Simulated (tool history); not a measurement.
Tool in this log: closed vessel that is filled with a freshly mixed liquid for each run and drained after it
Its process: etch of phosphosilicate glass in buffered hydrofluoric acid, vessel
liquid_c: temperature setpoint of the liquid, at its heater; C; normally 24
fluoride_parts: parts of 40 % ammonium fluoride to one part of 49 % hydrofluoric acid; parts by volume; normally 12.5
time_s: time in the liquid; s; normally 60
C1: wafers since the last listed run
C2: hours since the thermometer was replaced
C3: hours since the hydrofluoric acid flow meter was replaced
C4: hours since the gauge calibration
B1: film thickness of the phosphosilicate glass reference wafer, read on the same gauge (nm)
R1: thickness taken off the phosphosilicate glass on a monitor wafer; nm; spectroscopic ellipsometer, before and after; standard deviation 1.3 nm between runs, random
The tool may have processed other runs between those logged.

{"run": 1, "day": 0.0, "liquid_c": 22, "fluoride_parts": 12.5, "time_s": 60, "C1": 0, "C2": 2497.9, "C3": 1745.2, "C4": 280.9, "B1": 79.98, "R1": 206.65}
{"run": 2, "day": 0.358, "liquid_c": 24, "fluoride_parts": 12.5, "time_s": 60, "C1": 1057, "C2": 2506.5, "C3": 1753.8, "C4": 289.5, "B1": 80.01, "R1": 230.59}
{"day": 0.517, "done": "thermometer replaced"}
{"day": 0.762, "done": "gauge calibrated"}
{"run": 3, "day": 0.896, "liquid_c": 24, "fluoride_parts": 12.5, "time_s": 60, "C1": 1463, "C2": 9.1, "C3": 1766.7, "C4": 3.2, "B1": 80.03, "R1": 231.79}
{"run": 4, "day": 1.433, "liquid_c": 24, "fluoride_parts": 12.5, "time_s": 60, "C1": 1586, "C2": 22, "C3": 1779.6, "C4": 16.1, "B1": 79.99, "R1": 231.82}
{"run": 5, "day": 1.9, "liquid_c": 24, "fluoride_parts": 12.5, "time_s": 60, "C1": 1377, "C2": 33.2, "C3": 1790.8, "C4": 27.3, "B1": 79.99, "R1": 231.97}
{"run": 6, "day": 2.346, "liquid_c": 24, "fluoride_parts": 12.5, "time_s": 60, "C1": 1315, "C2": 43.9, "C3": 1801.5, "C4": 38, "B1": 80.01, "R1": 230.53}
{"run": 7, "day": 2.821, "liquid_c": 24, "fluoride_parts": 12.5, "time_s": 50, "C1": 1401, "C2": 55.3, "C3": 1812.9, "C4": 49.4, "B1": 80.03, "R1": 188.94}
{"run": 8, "day": 3.467, "liquid_c": 24, "fluoride_parts": 12.5, "time_s": 50, "C1": 1906, "C2": 70.8, "C3": 1828.4, "C4": 64.9, "B1": 80, "R1": 191.87}
{"run": 9, "day": 3.862, "liquid_c": 26.5, "fluoride_parts": 16, "time_s": 60, "C1": 1168, "C2": 80.3, "C3": 1837.9, "C4": 74.4, "B1": 79.99, "R1": 209.53}
{"run": 10, "day": 4.154, "liquid_c": 28.5, "fluoride_parts": 8.5, "time_s": 80, "C1": 860, "C2": 87.3, "C3": 1844.9, "C4": 81.4, "B1": 80.01, "R1": 555.43}
{"run": 11, "day": 4.721, "liquid_c": 21.5, "fluoride_parts": 16.5, "time_s": 60, "C1": 1672, "C2": 100.9, "C3": 1858.5, "C4": 95, "B1": 79.97, "R1": 150.55}
{"run": 12, "day": 5.008, "liquid_c": 24, "fluoride_parts": 12.5, "time_s": 60, "C1": 848, "C2": 107.8, "C3": 1865.4, "C4": 101.9, "B1": 79.98, "R1": 229.32}
{"run": 13, "day": 5.733, "liquid_c": 24, "fluoride_parts": 12.5, "time_s": 60, "C1": 2139, "C2": 125.2, "C3": 1882.8, "C4": 119.3, "B1": 80.03, "R1": 229.46}
{"run": 14, "day": 6.029, "liquid_c": 24, "fluoride_parts": 12.5, "time_s": 40, "C1": 873, "C2": 132.3, "C3": 1889.9, "C4": 126.4, "B1": 79.99, "R1": 154.12}
{"run": 15, "day": 6.296, "liquid_c": 27.5, "fluoride_parts": 9.5, "time_s": 40, "C1": 787, "C2": 138.7, "C3": 1896.3, "C4": 132.8, "B1": 80, "R1": 236.57}
{"run": 16, "day": 6.892, "liquid_c": 24, "fluoride_parts": 9, "time_s": 95, "C1": 1758, "C2": 153, "C3": 1910.6, "C4": 147.1, "B1": 80, "R1": 481.83}

What will run 17 give?
{"run": 17, "day": 7.579, "liquid_c": 24, "fluoride_parts": 9.5, "time_s": 80, "C1": 2029, "C2": 169.5, "C3": 1927.1, "C4": 163.6, "B1": "?", "R1": "?"}

Run 17 came out at B1 80.01, R1 393.78 nm.
If the tool had no hidden condition, the same run with the same run-to-run variation would have returned R1 393.78 nm.
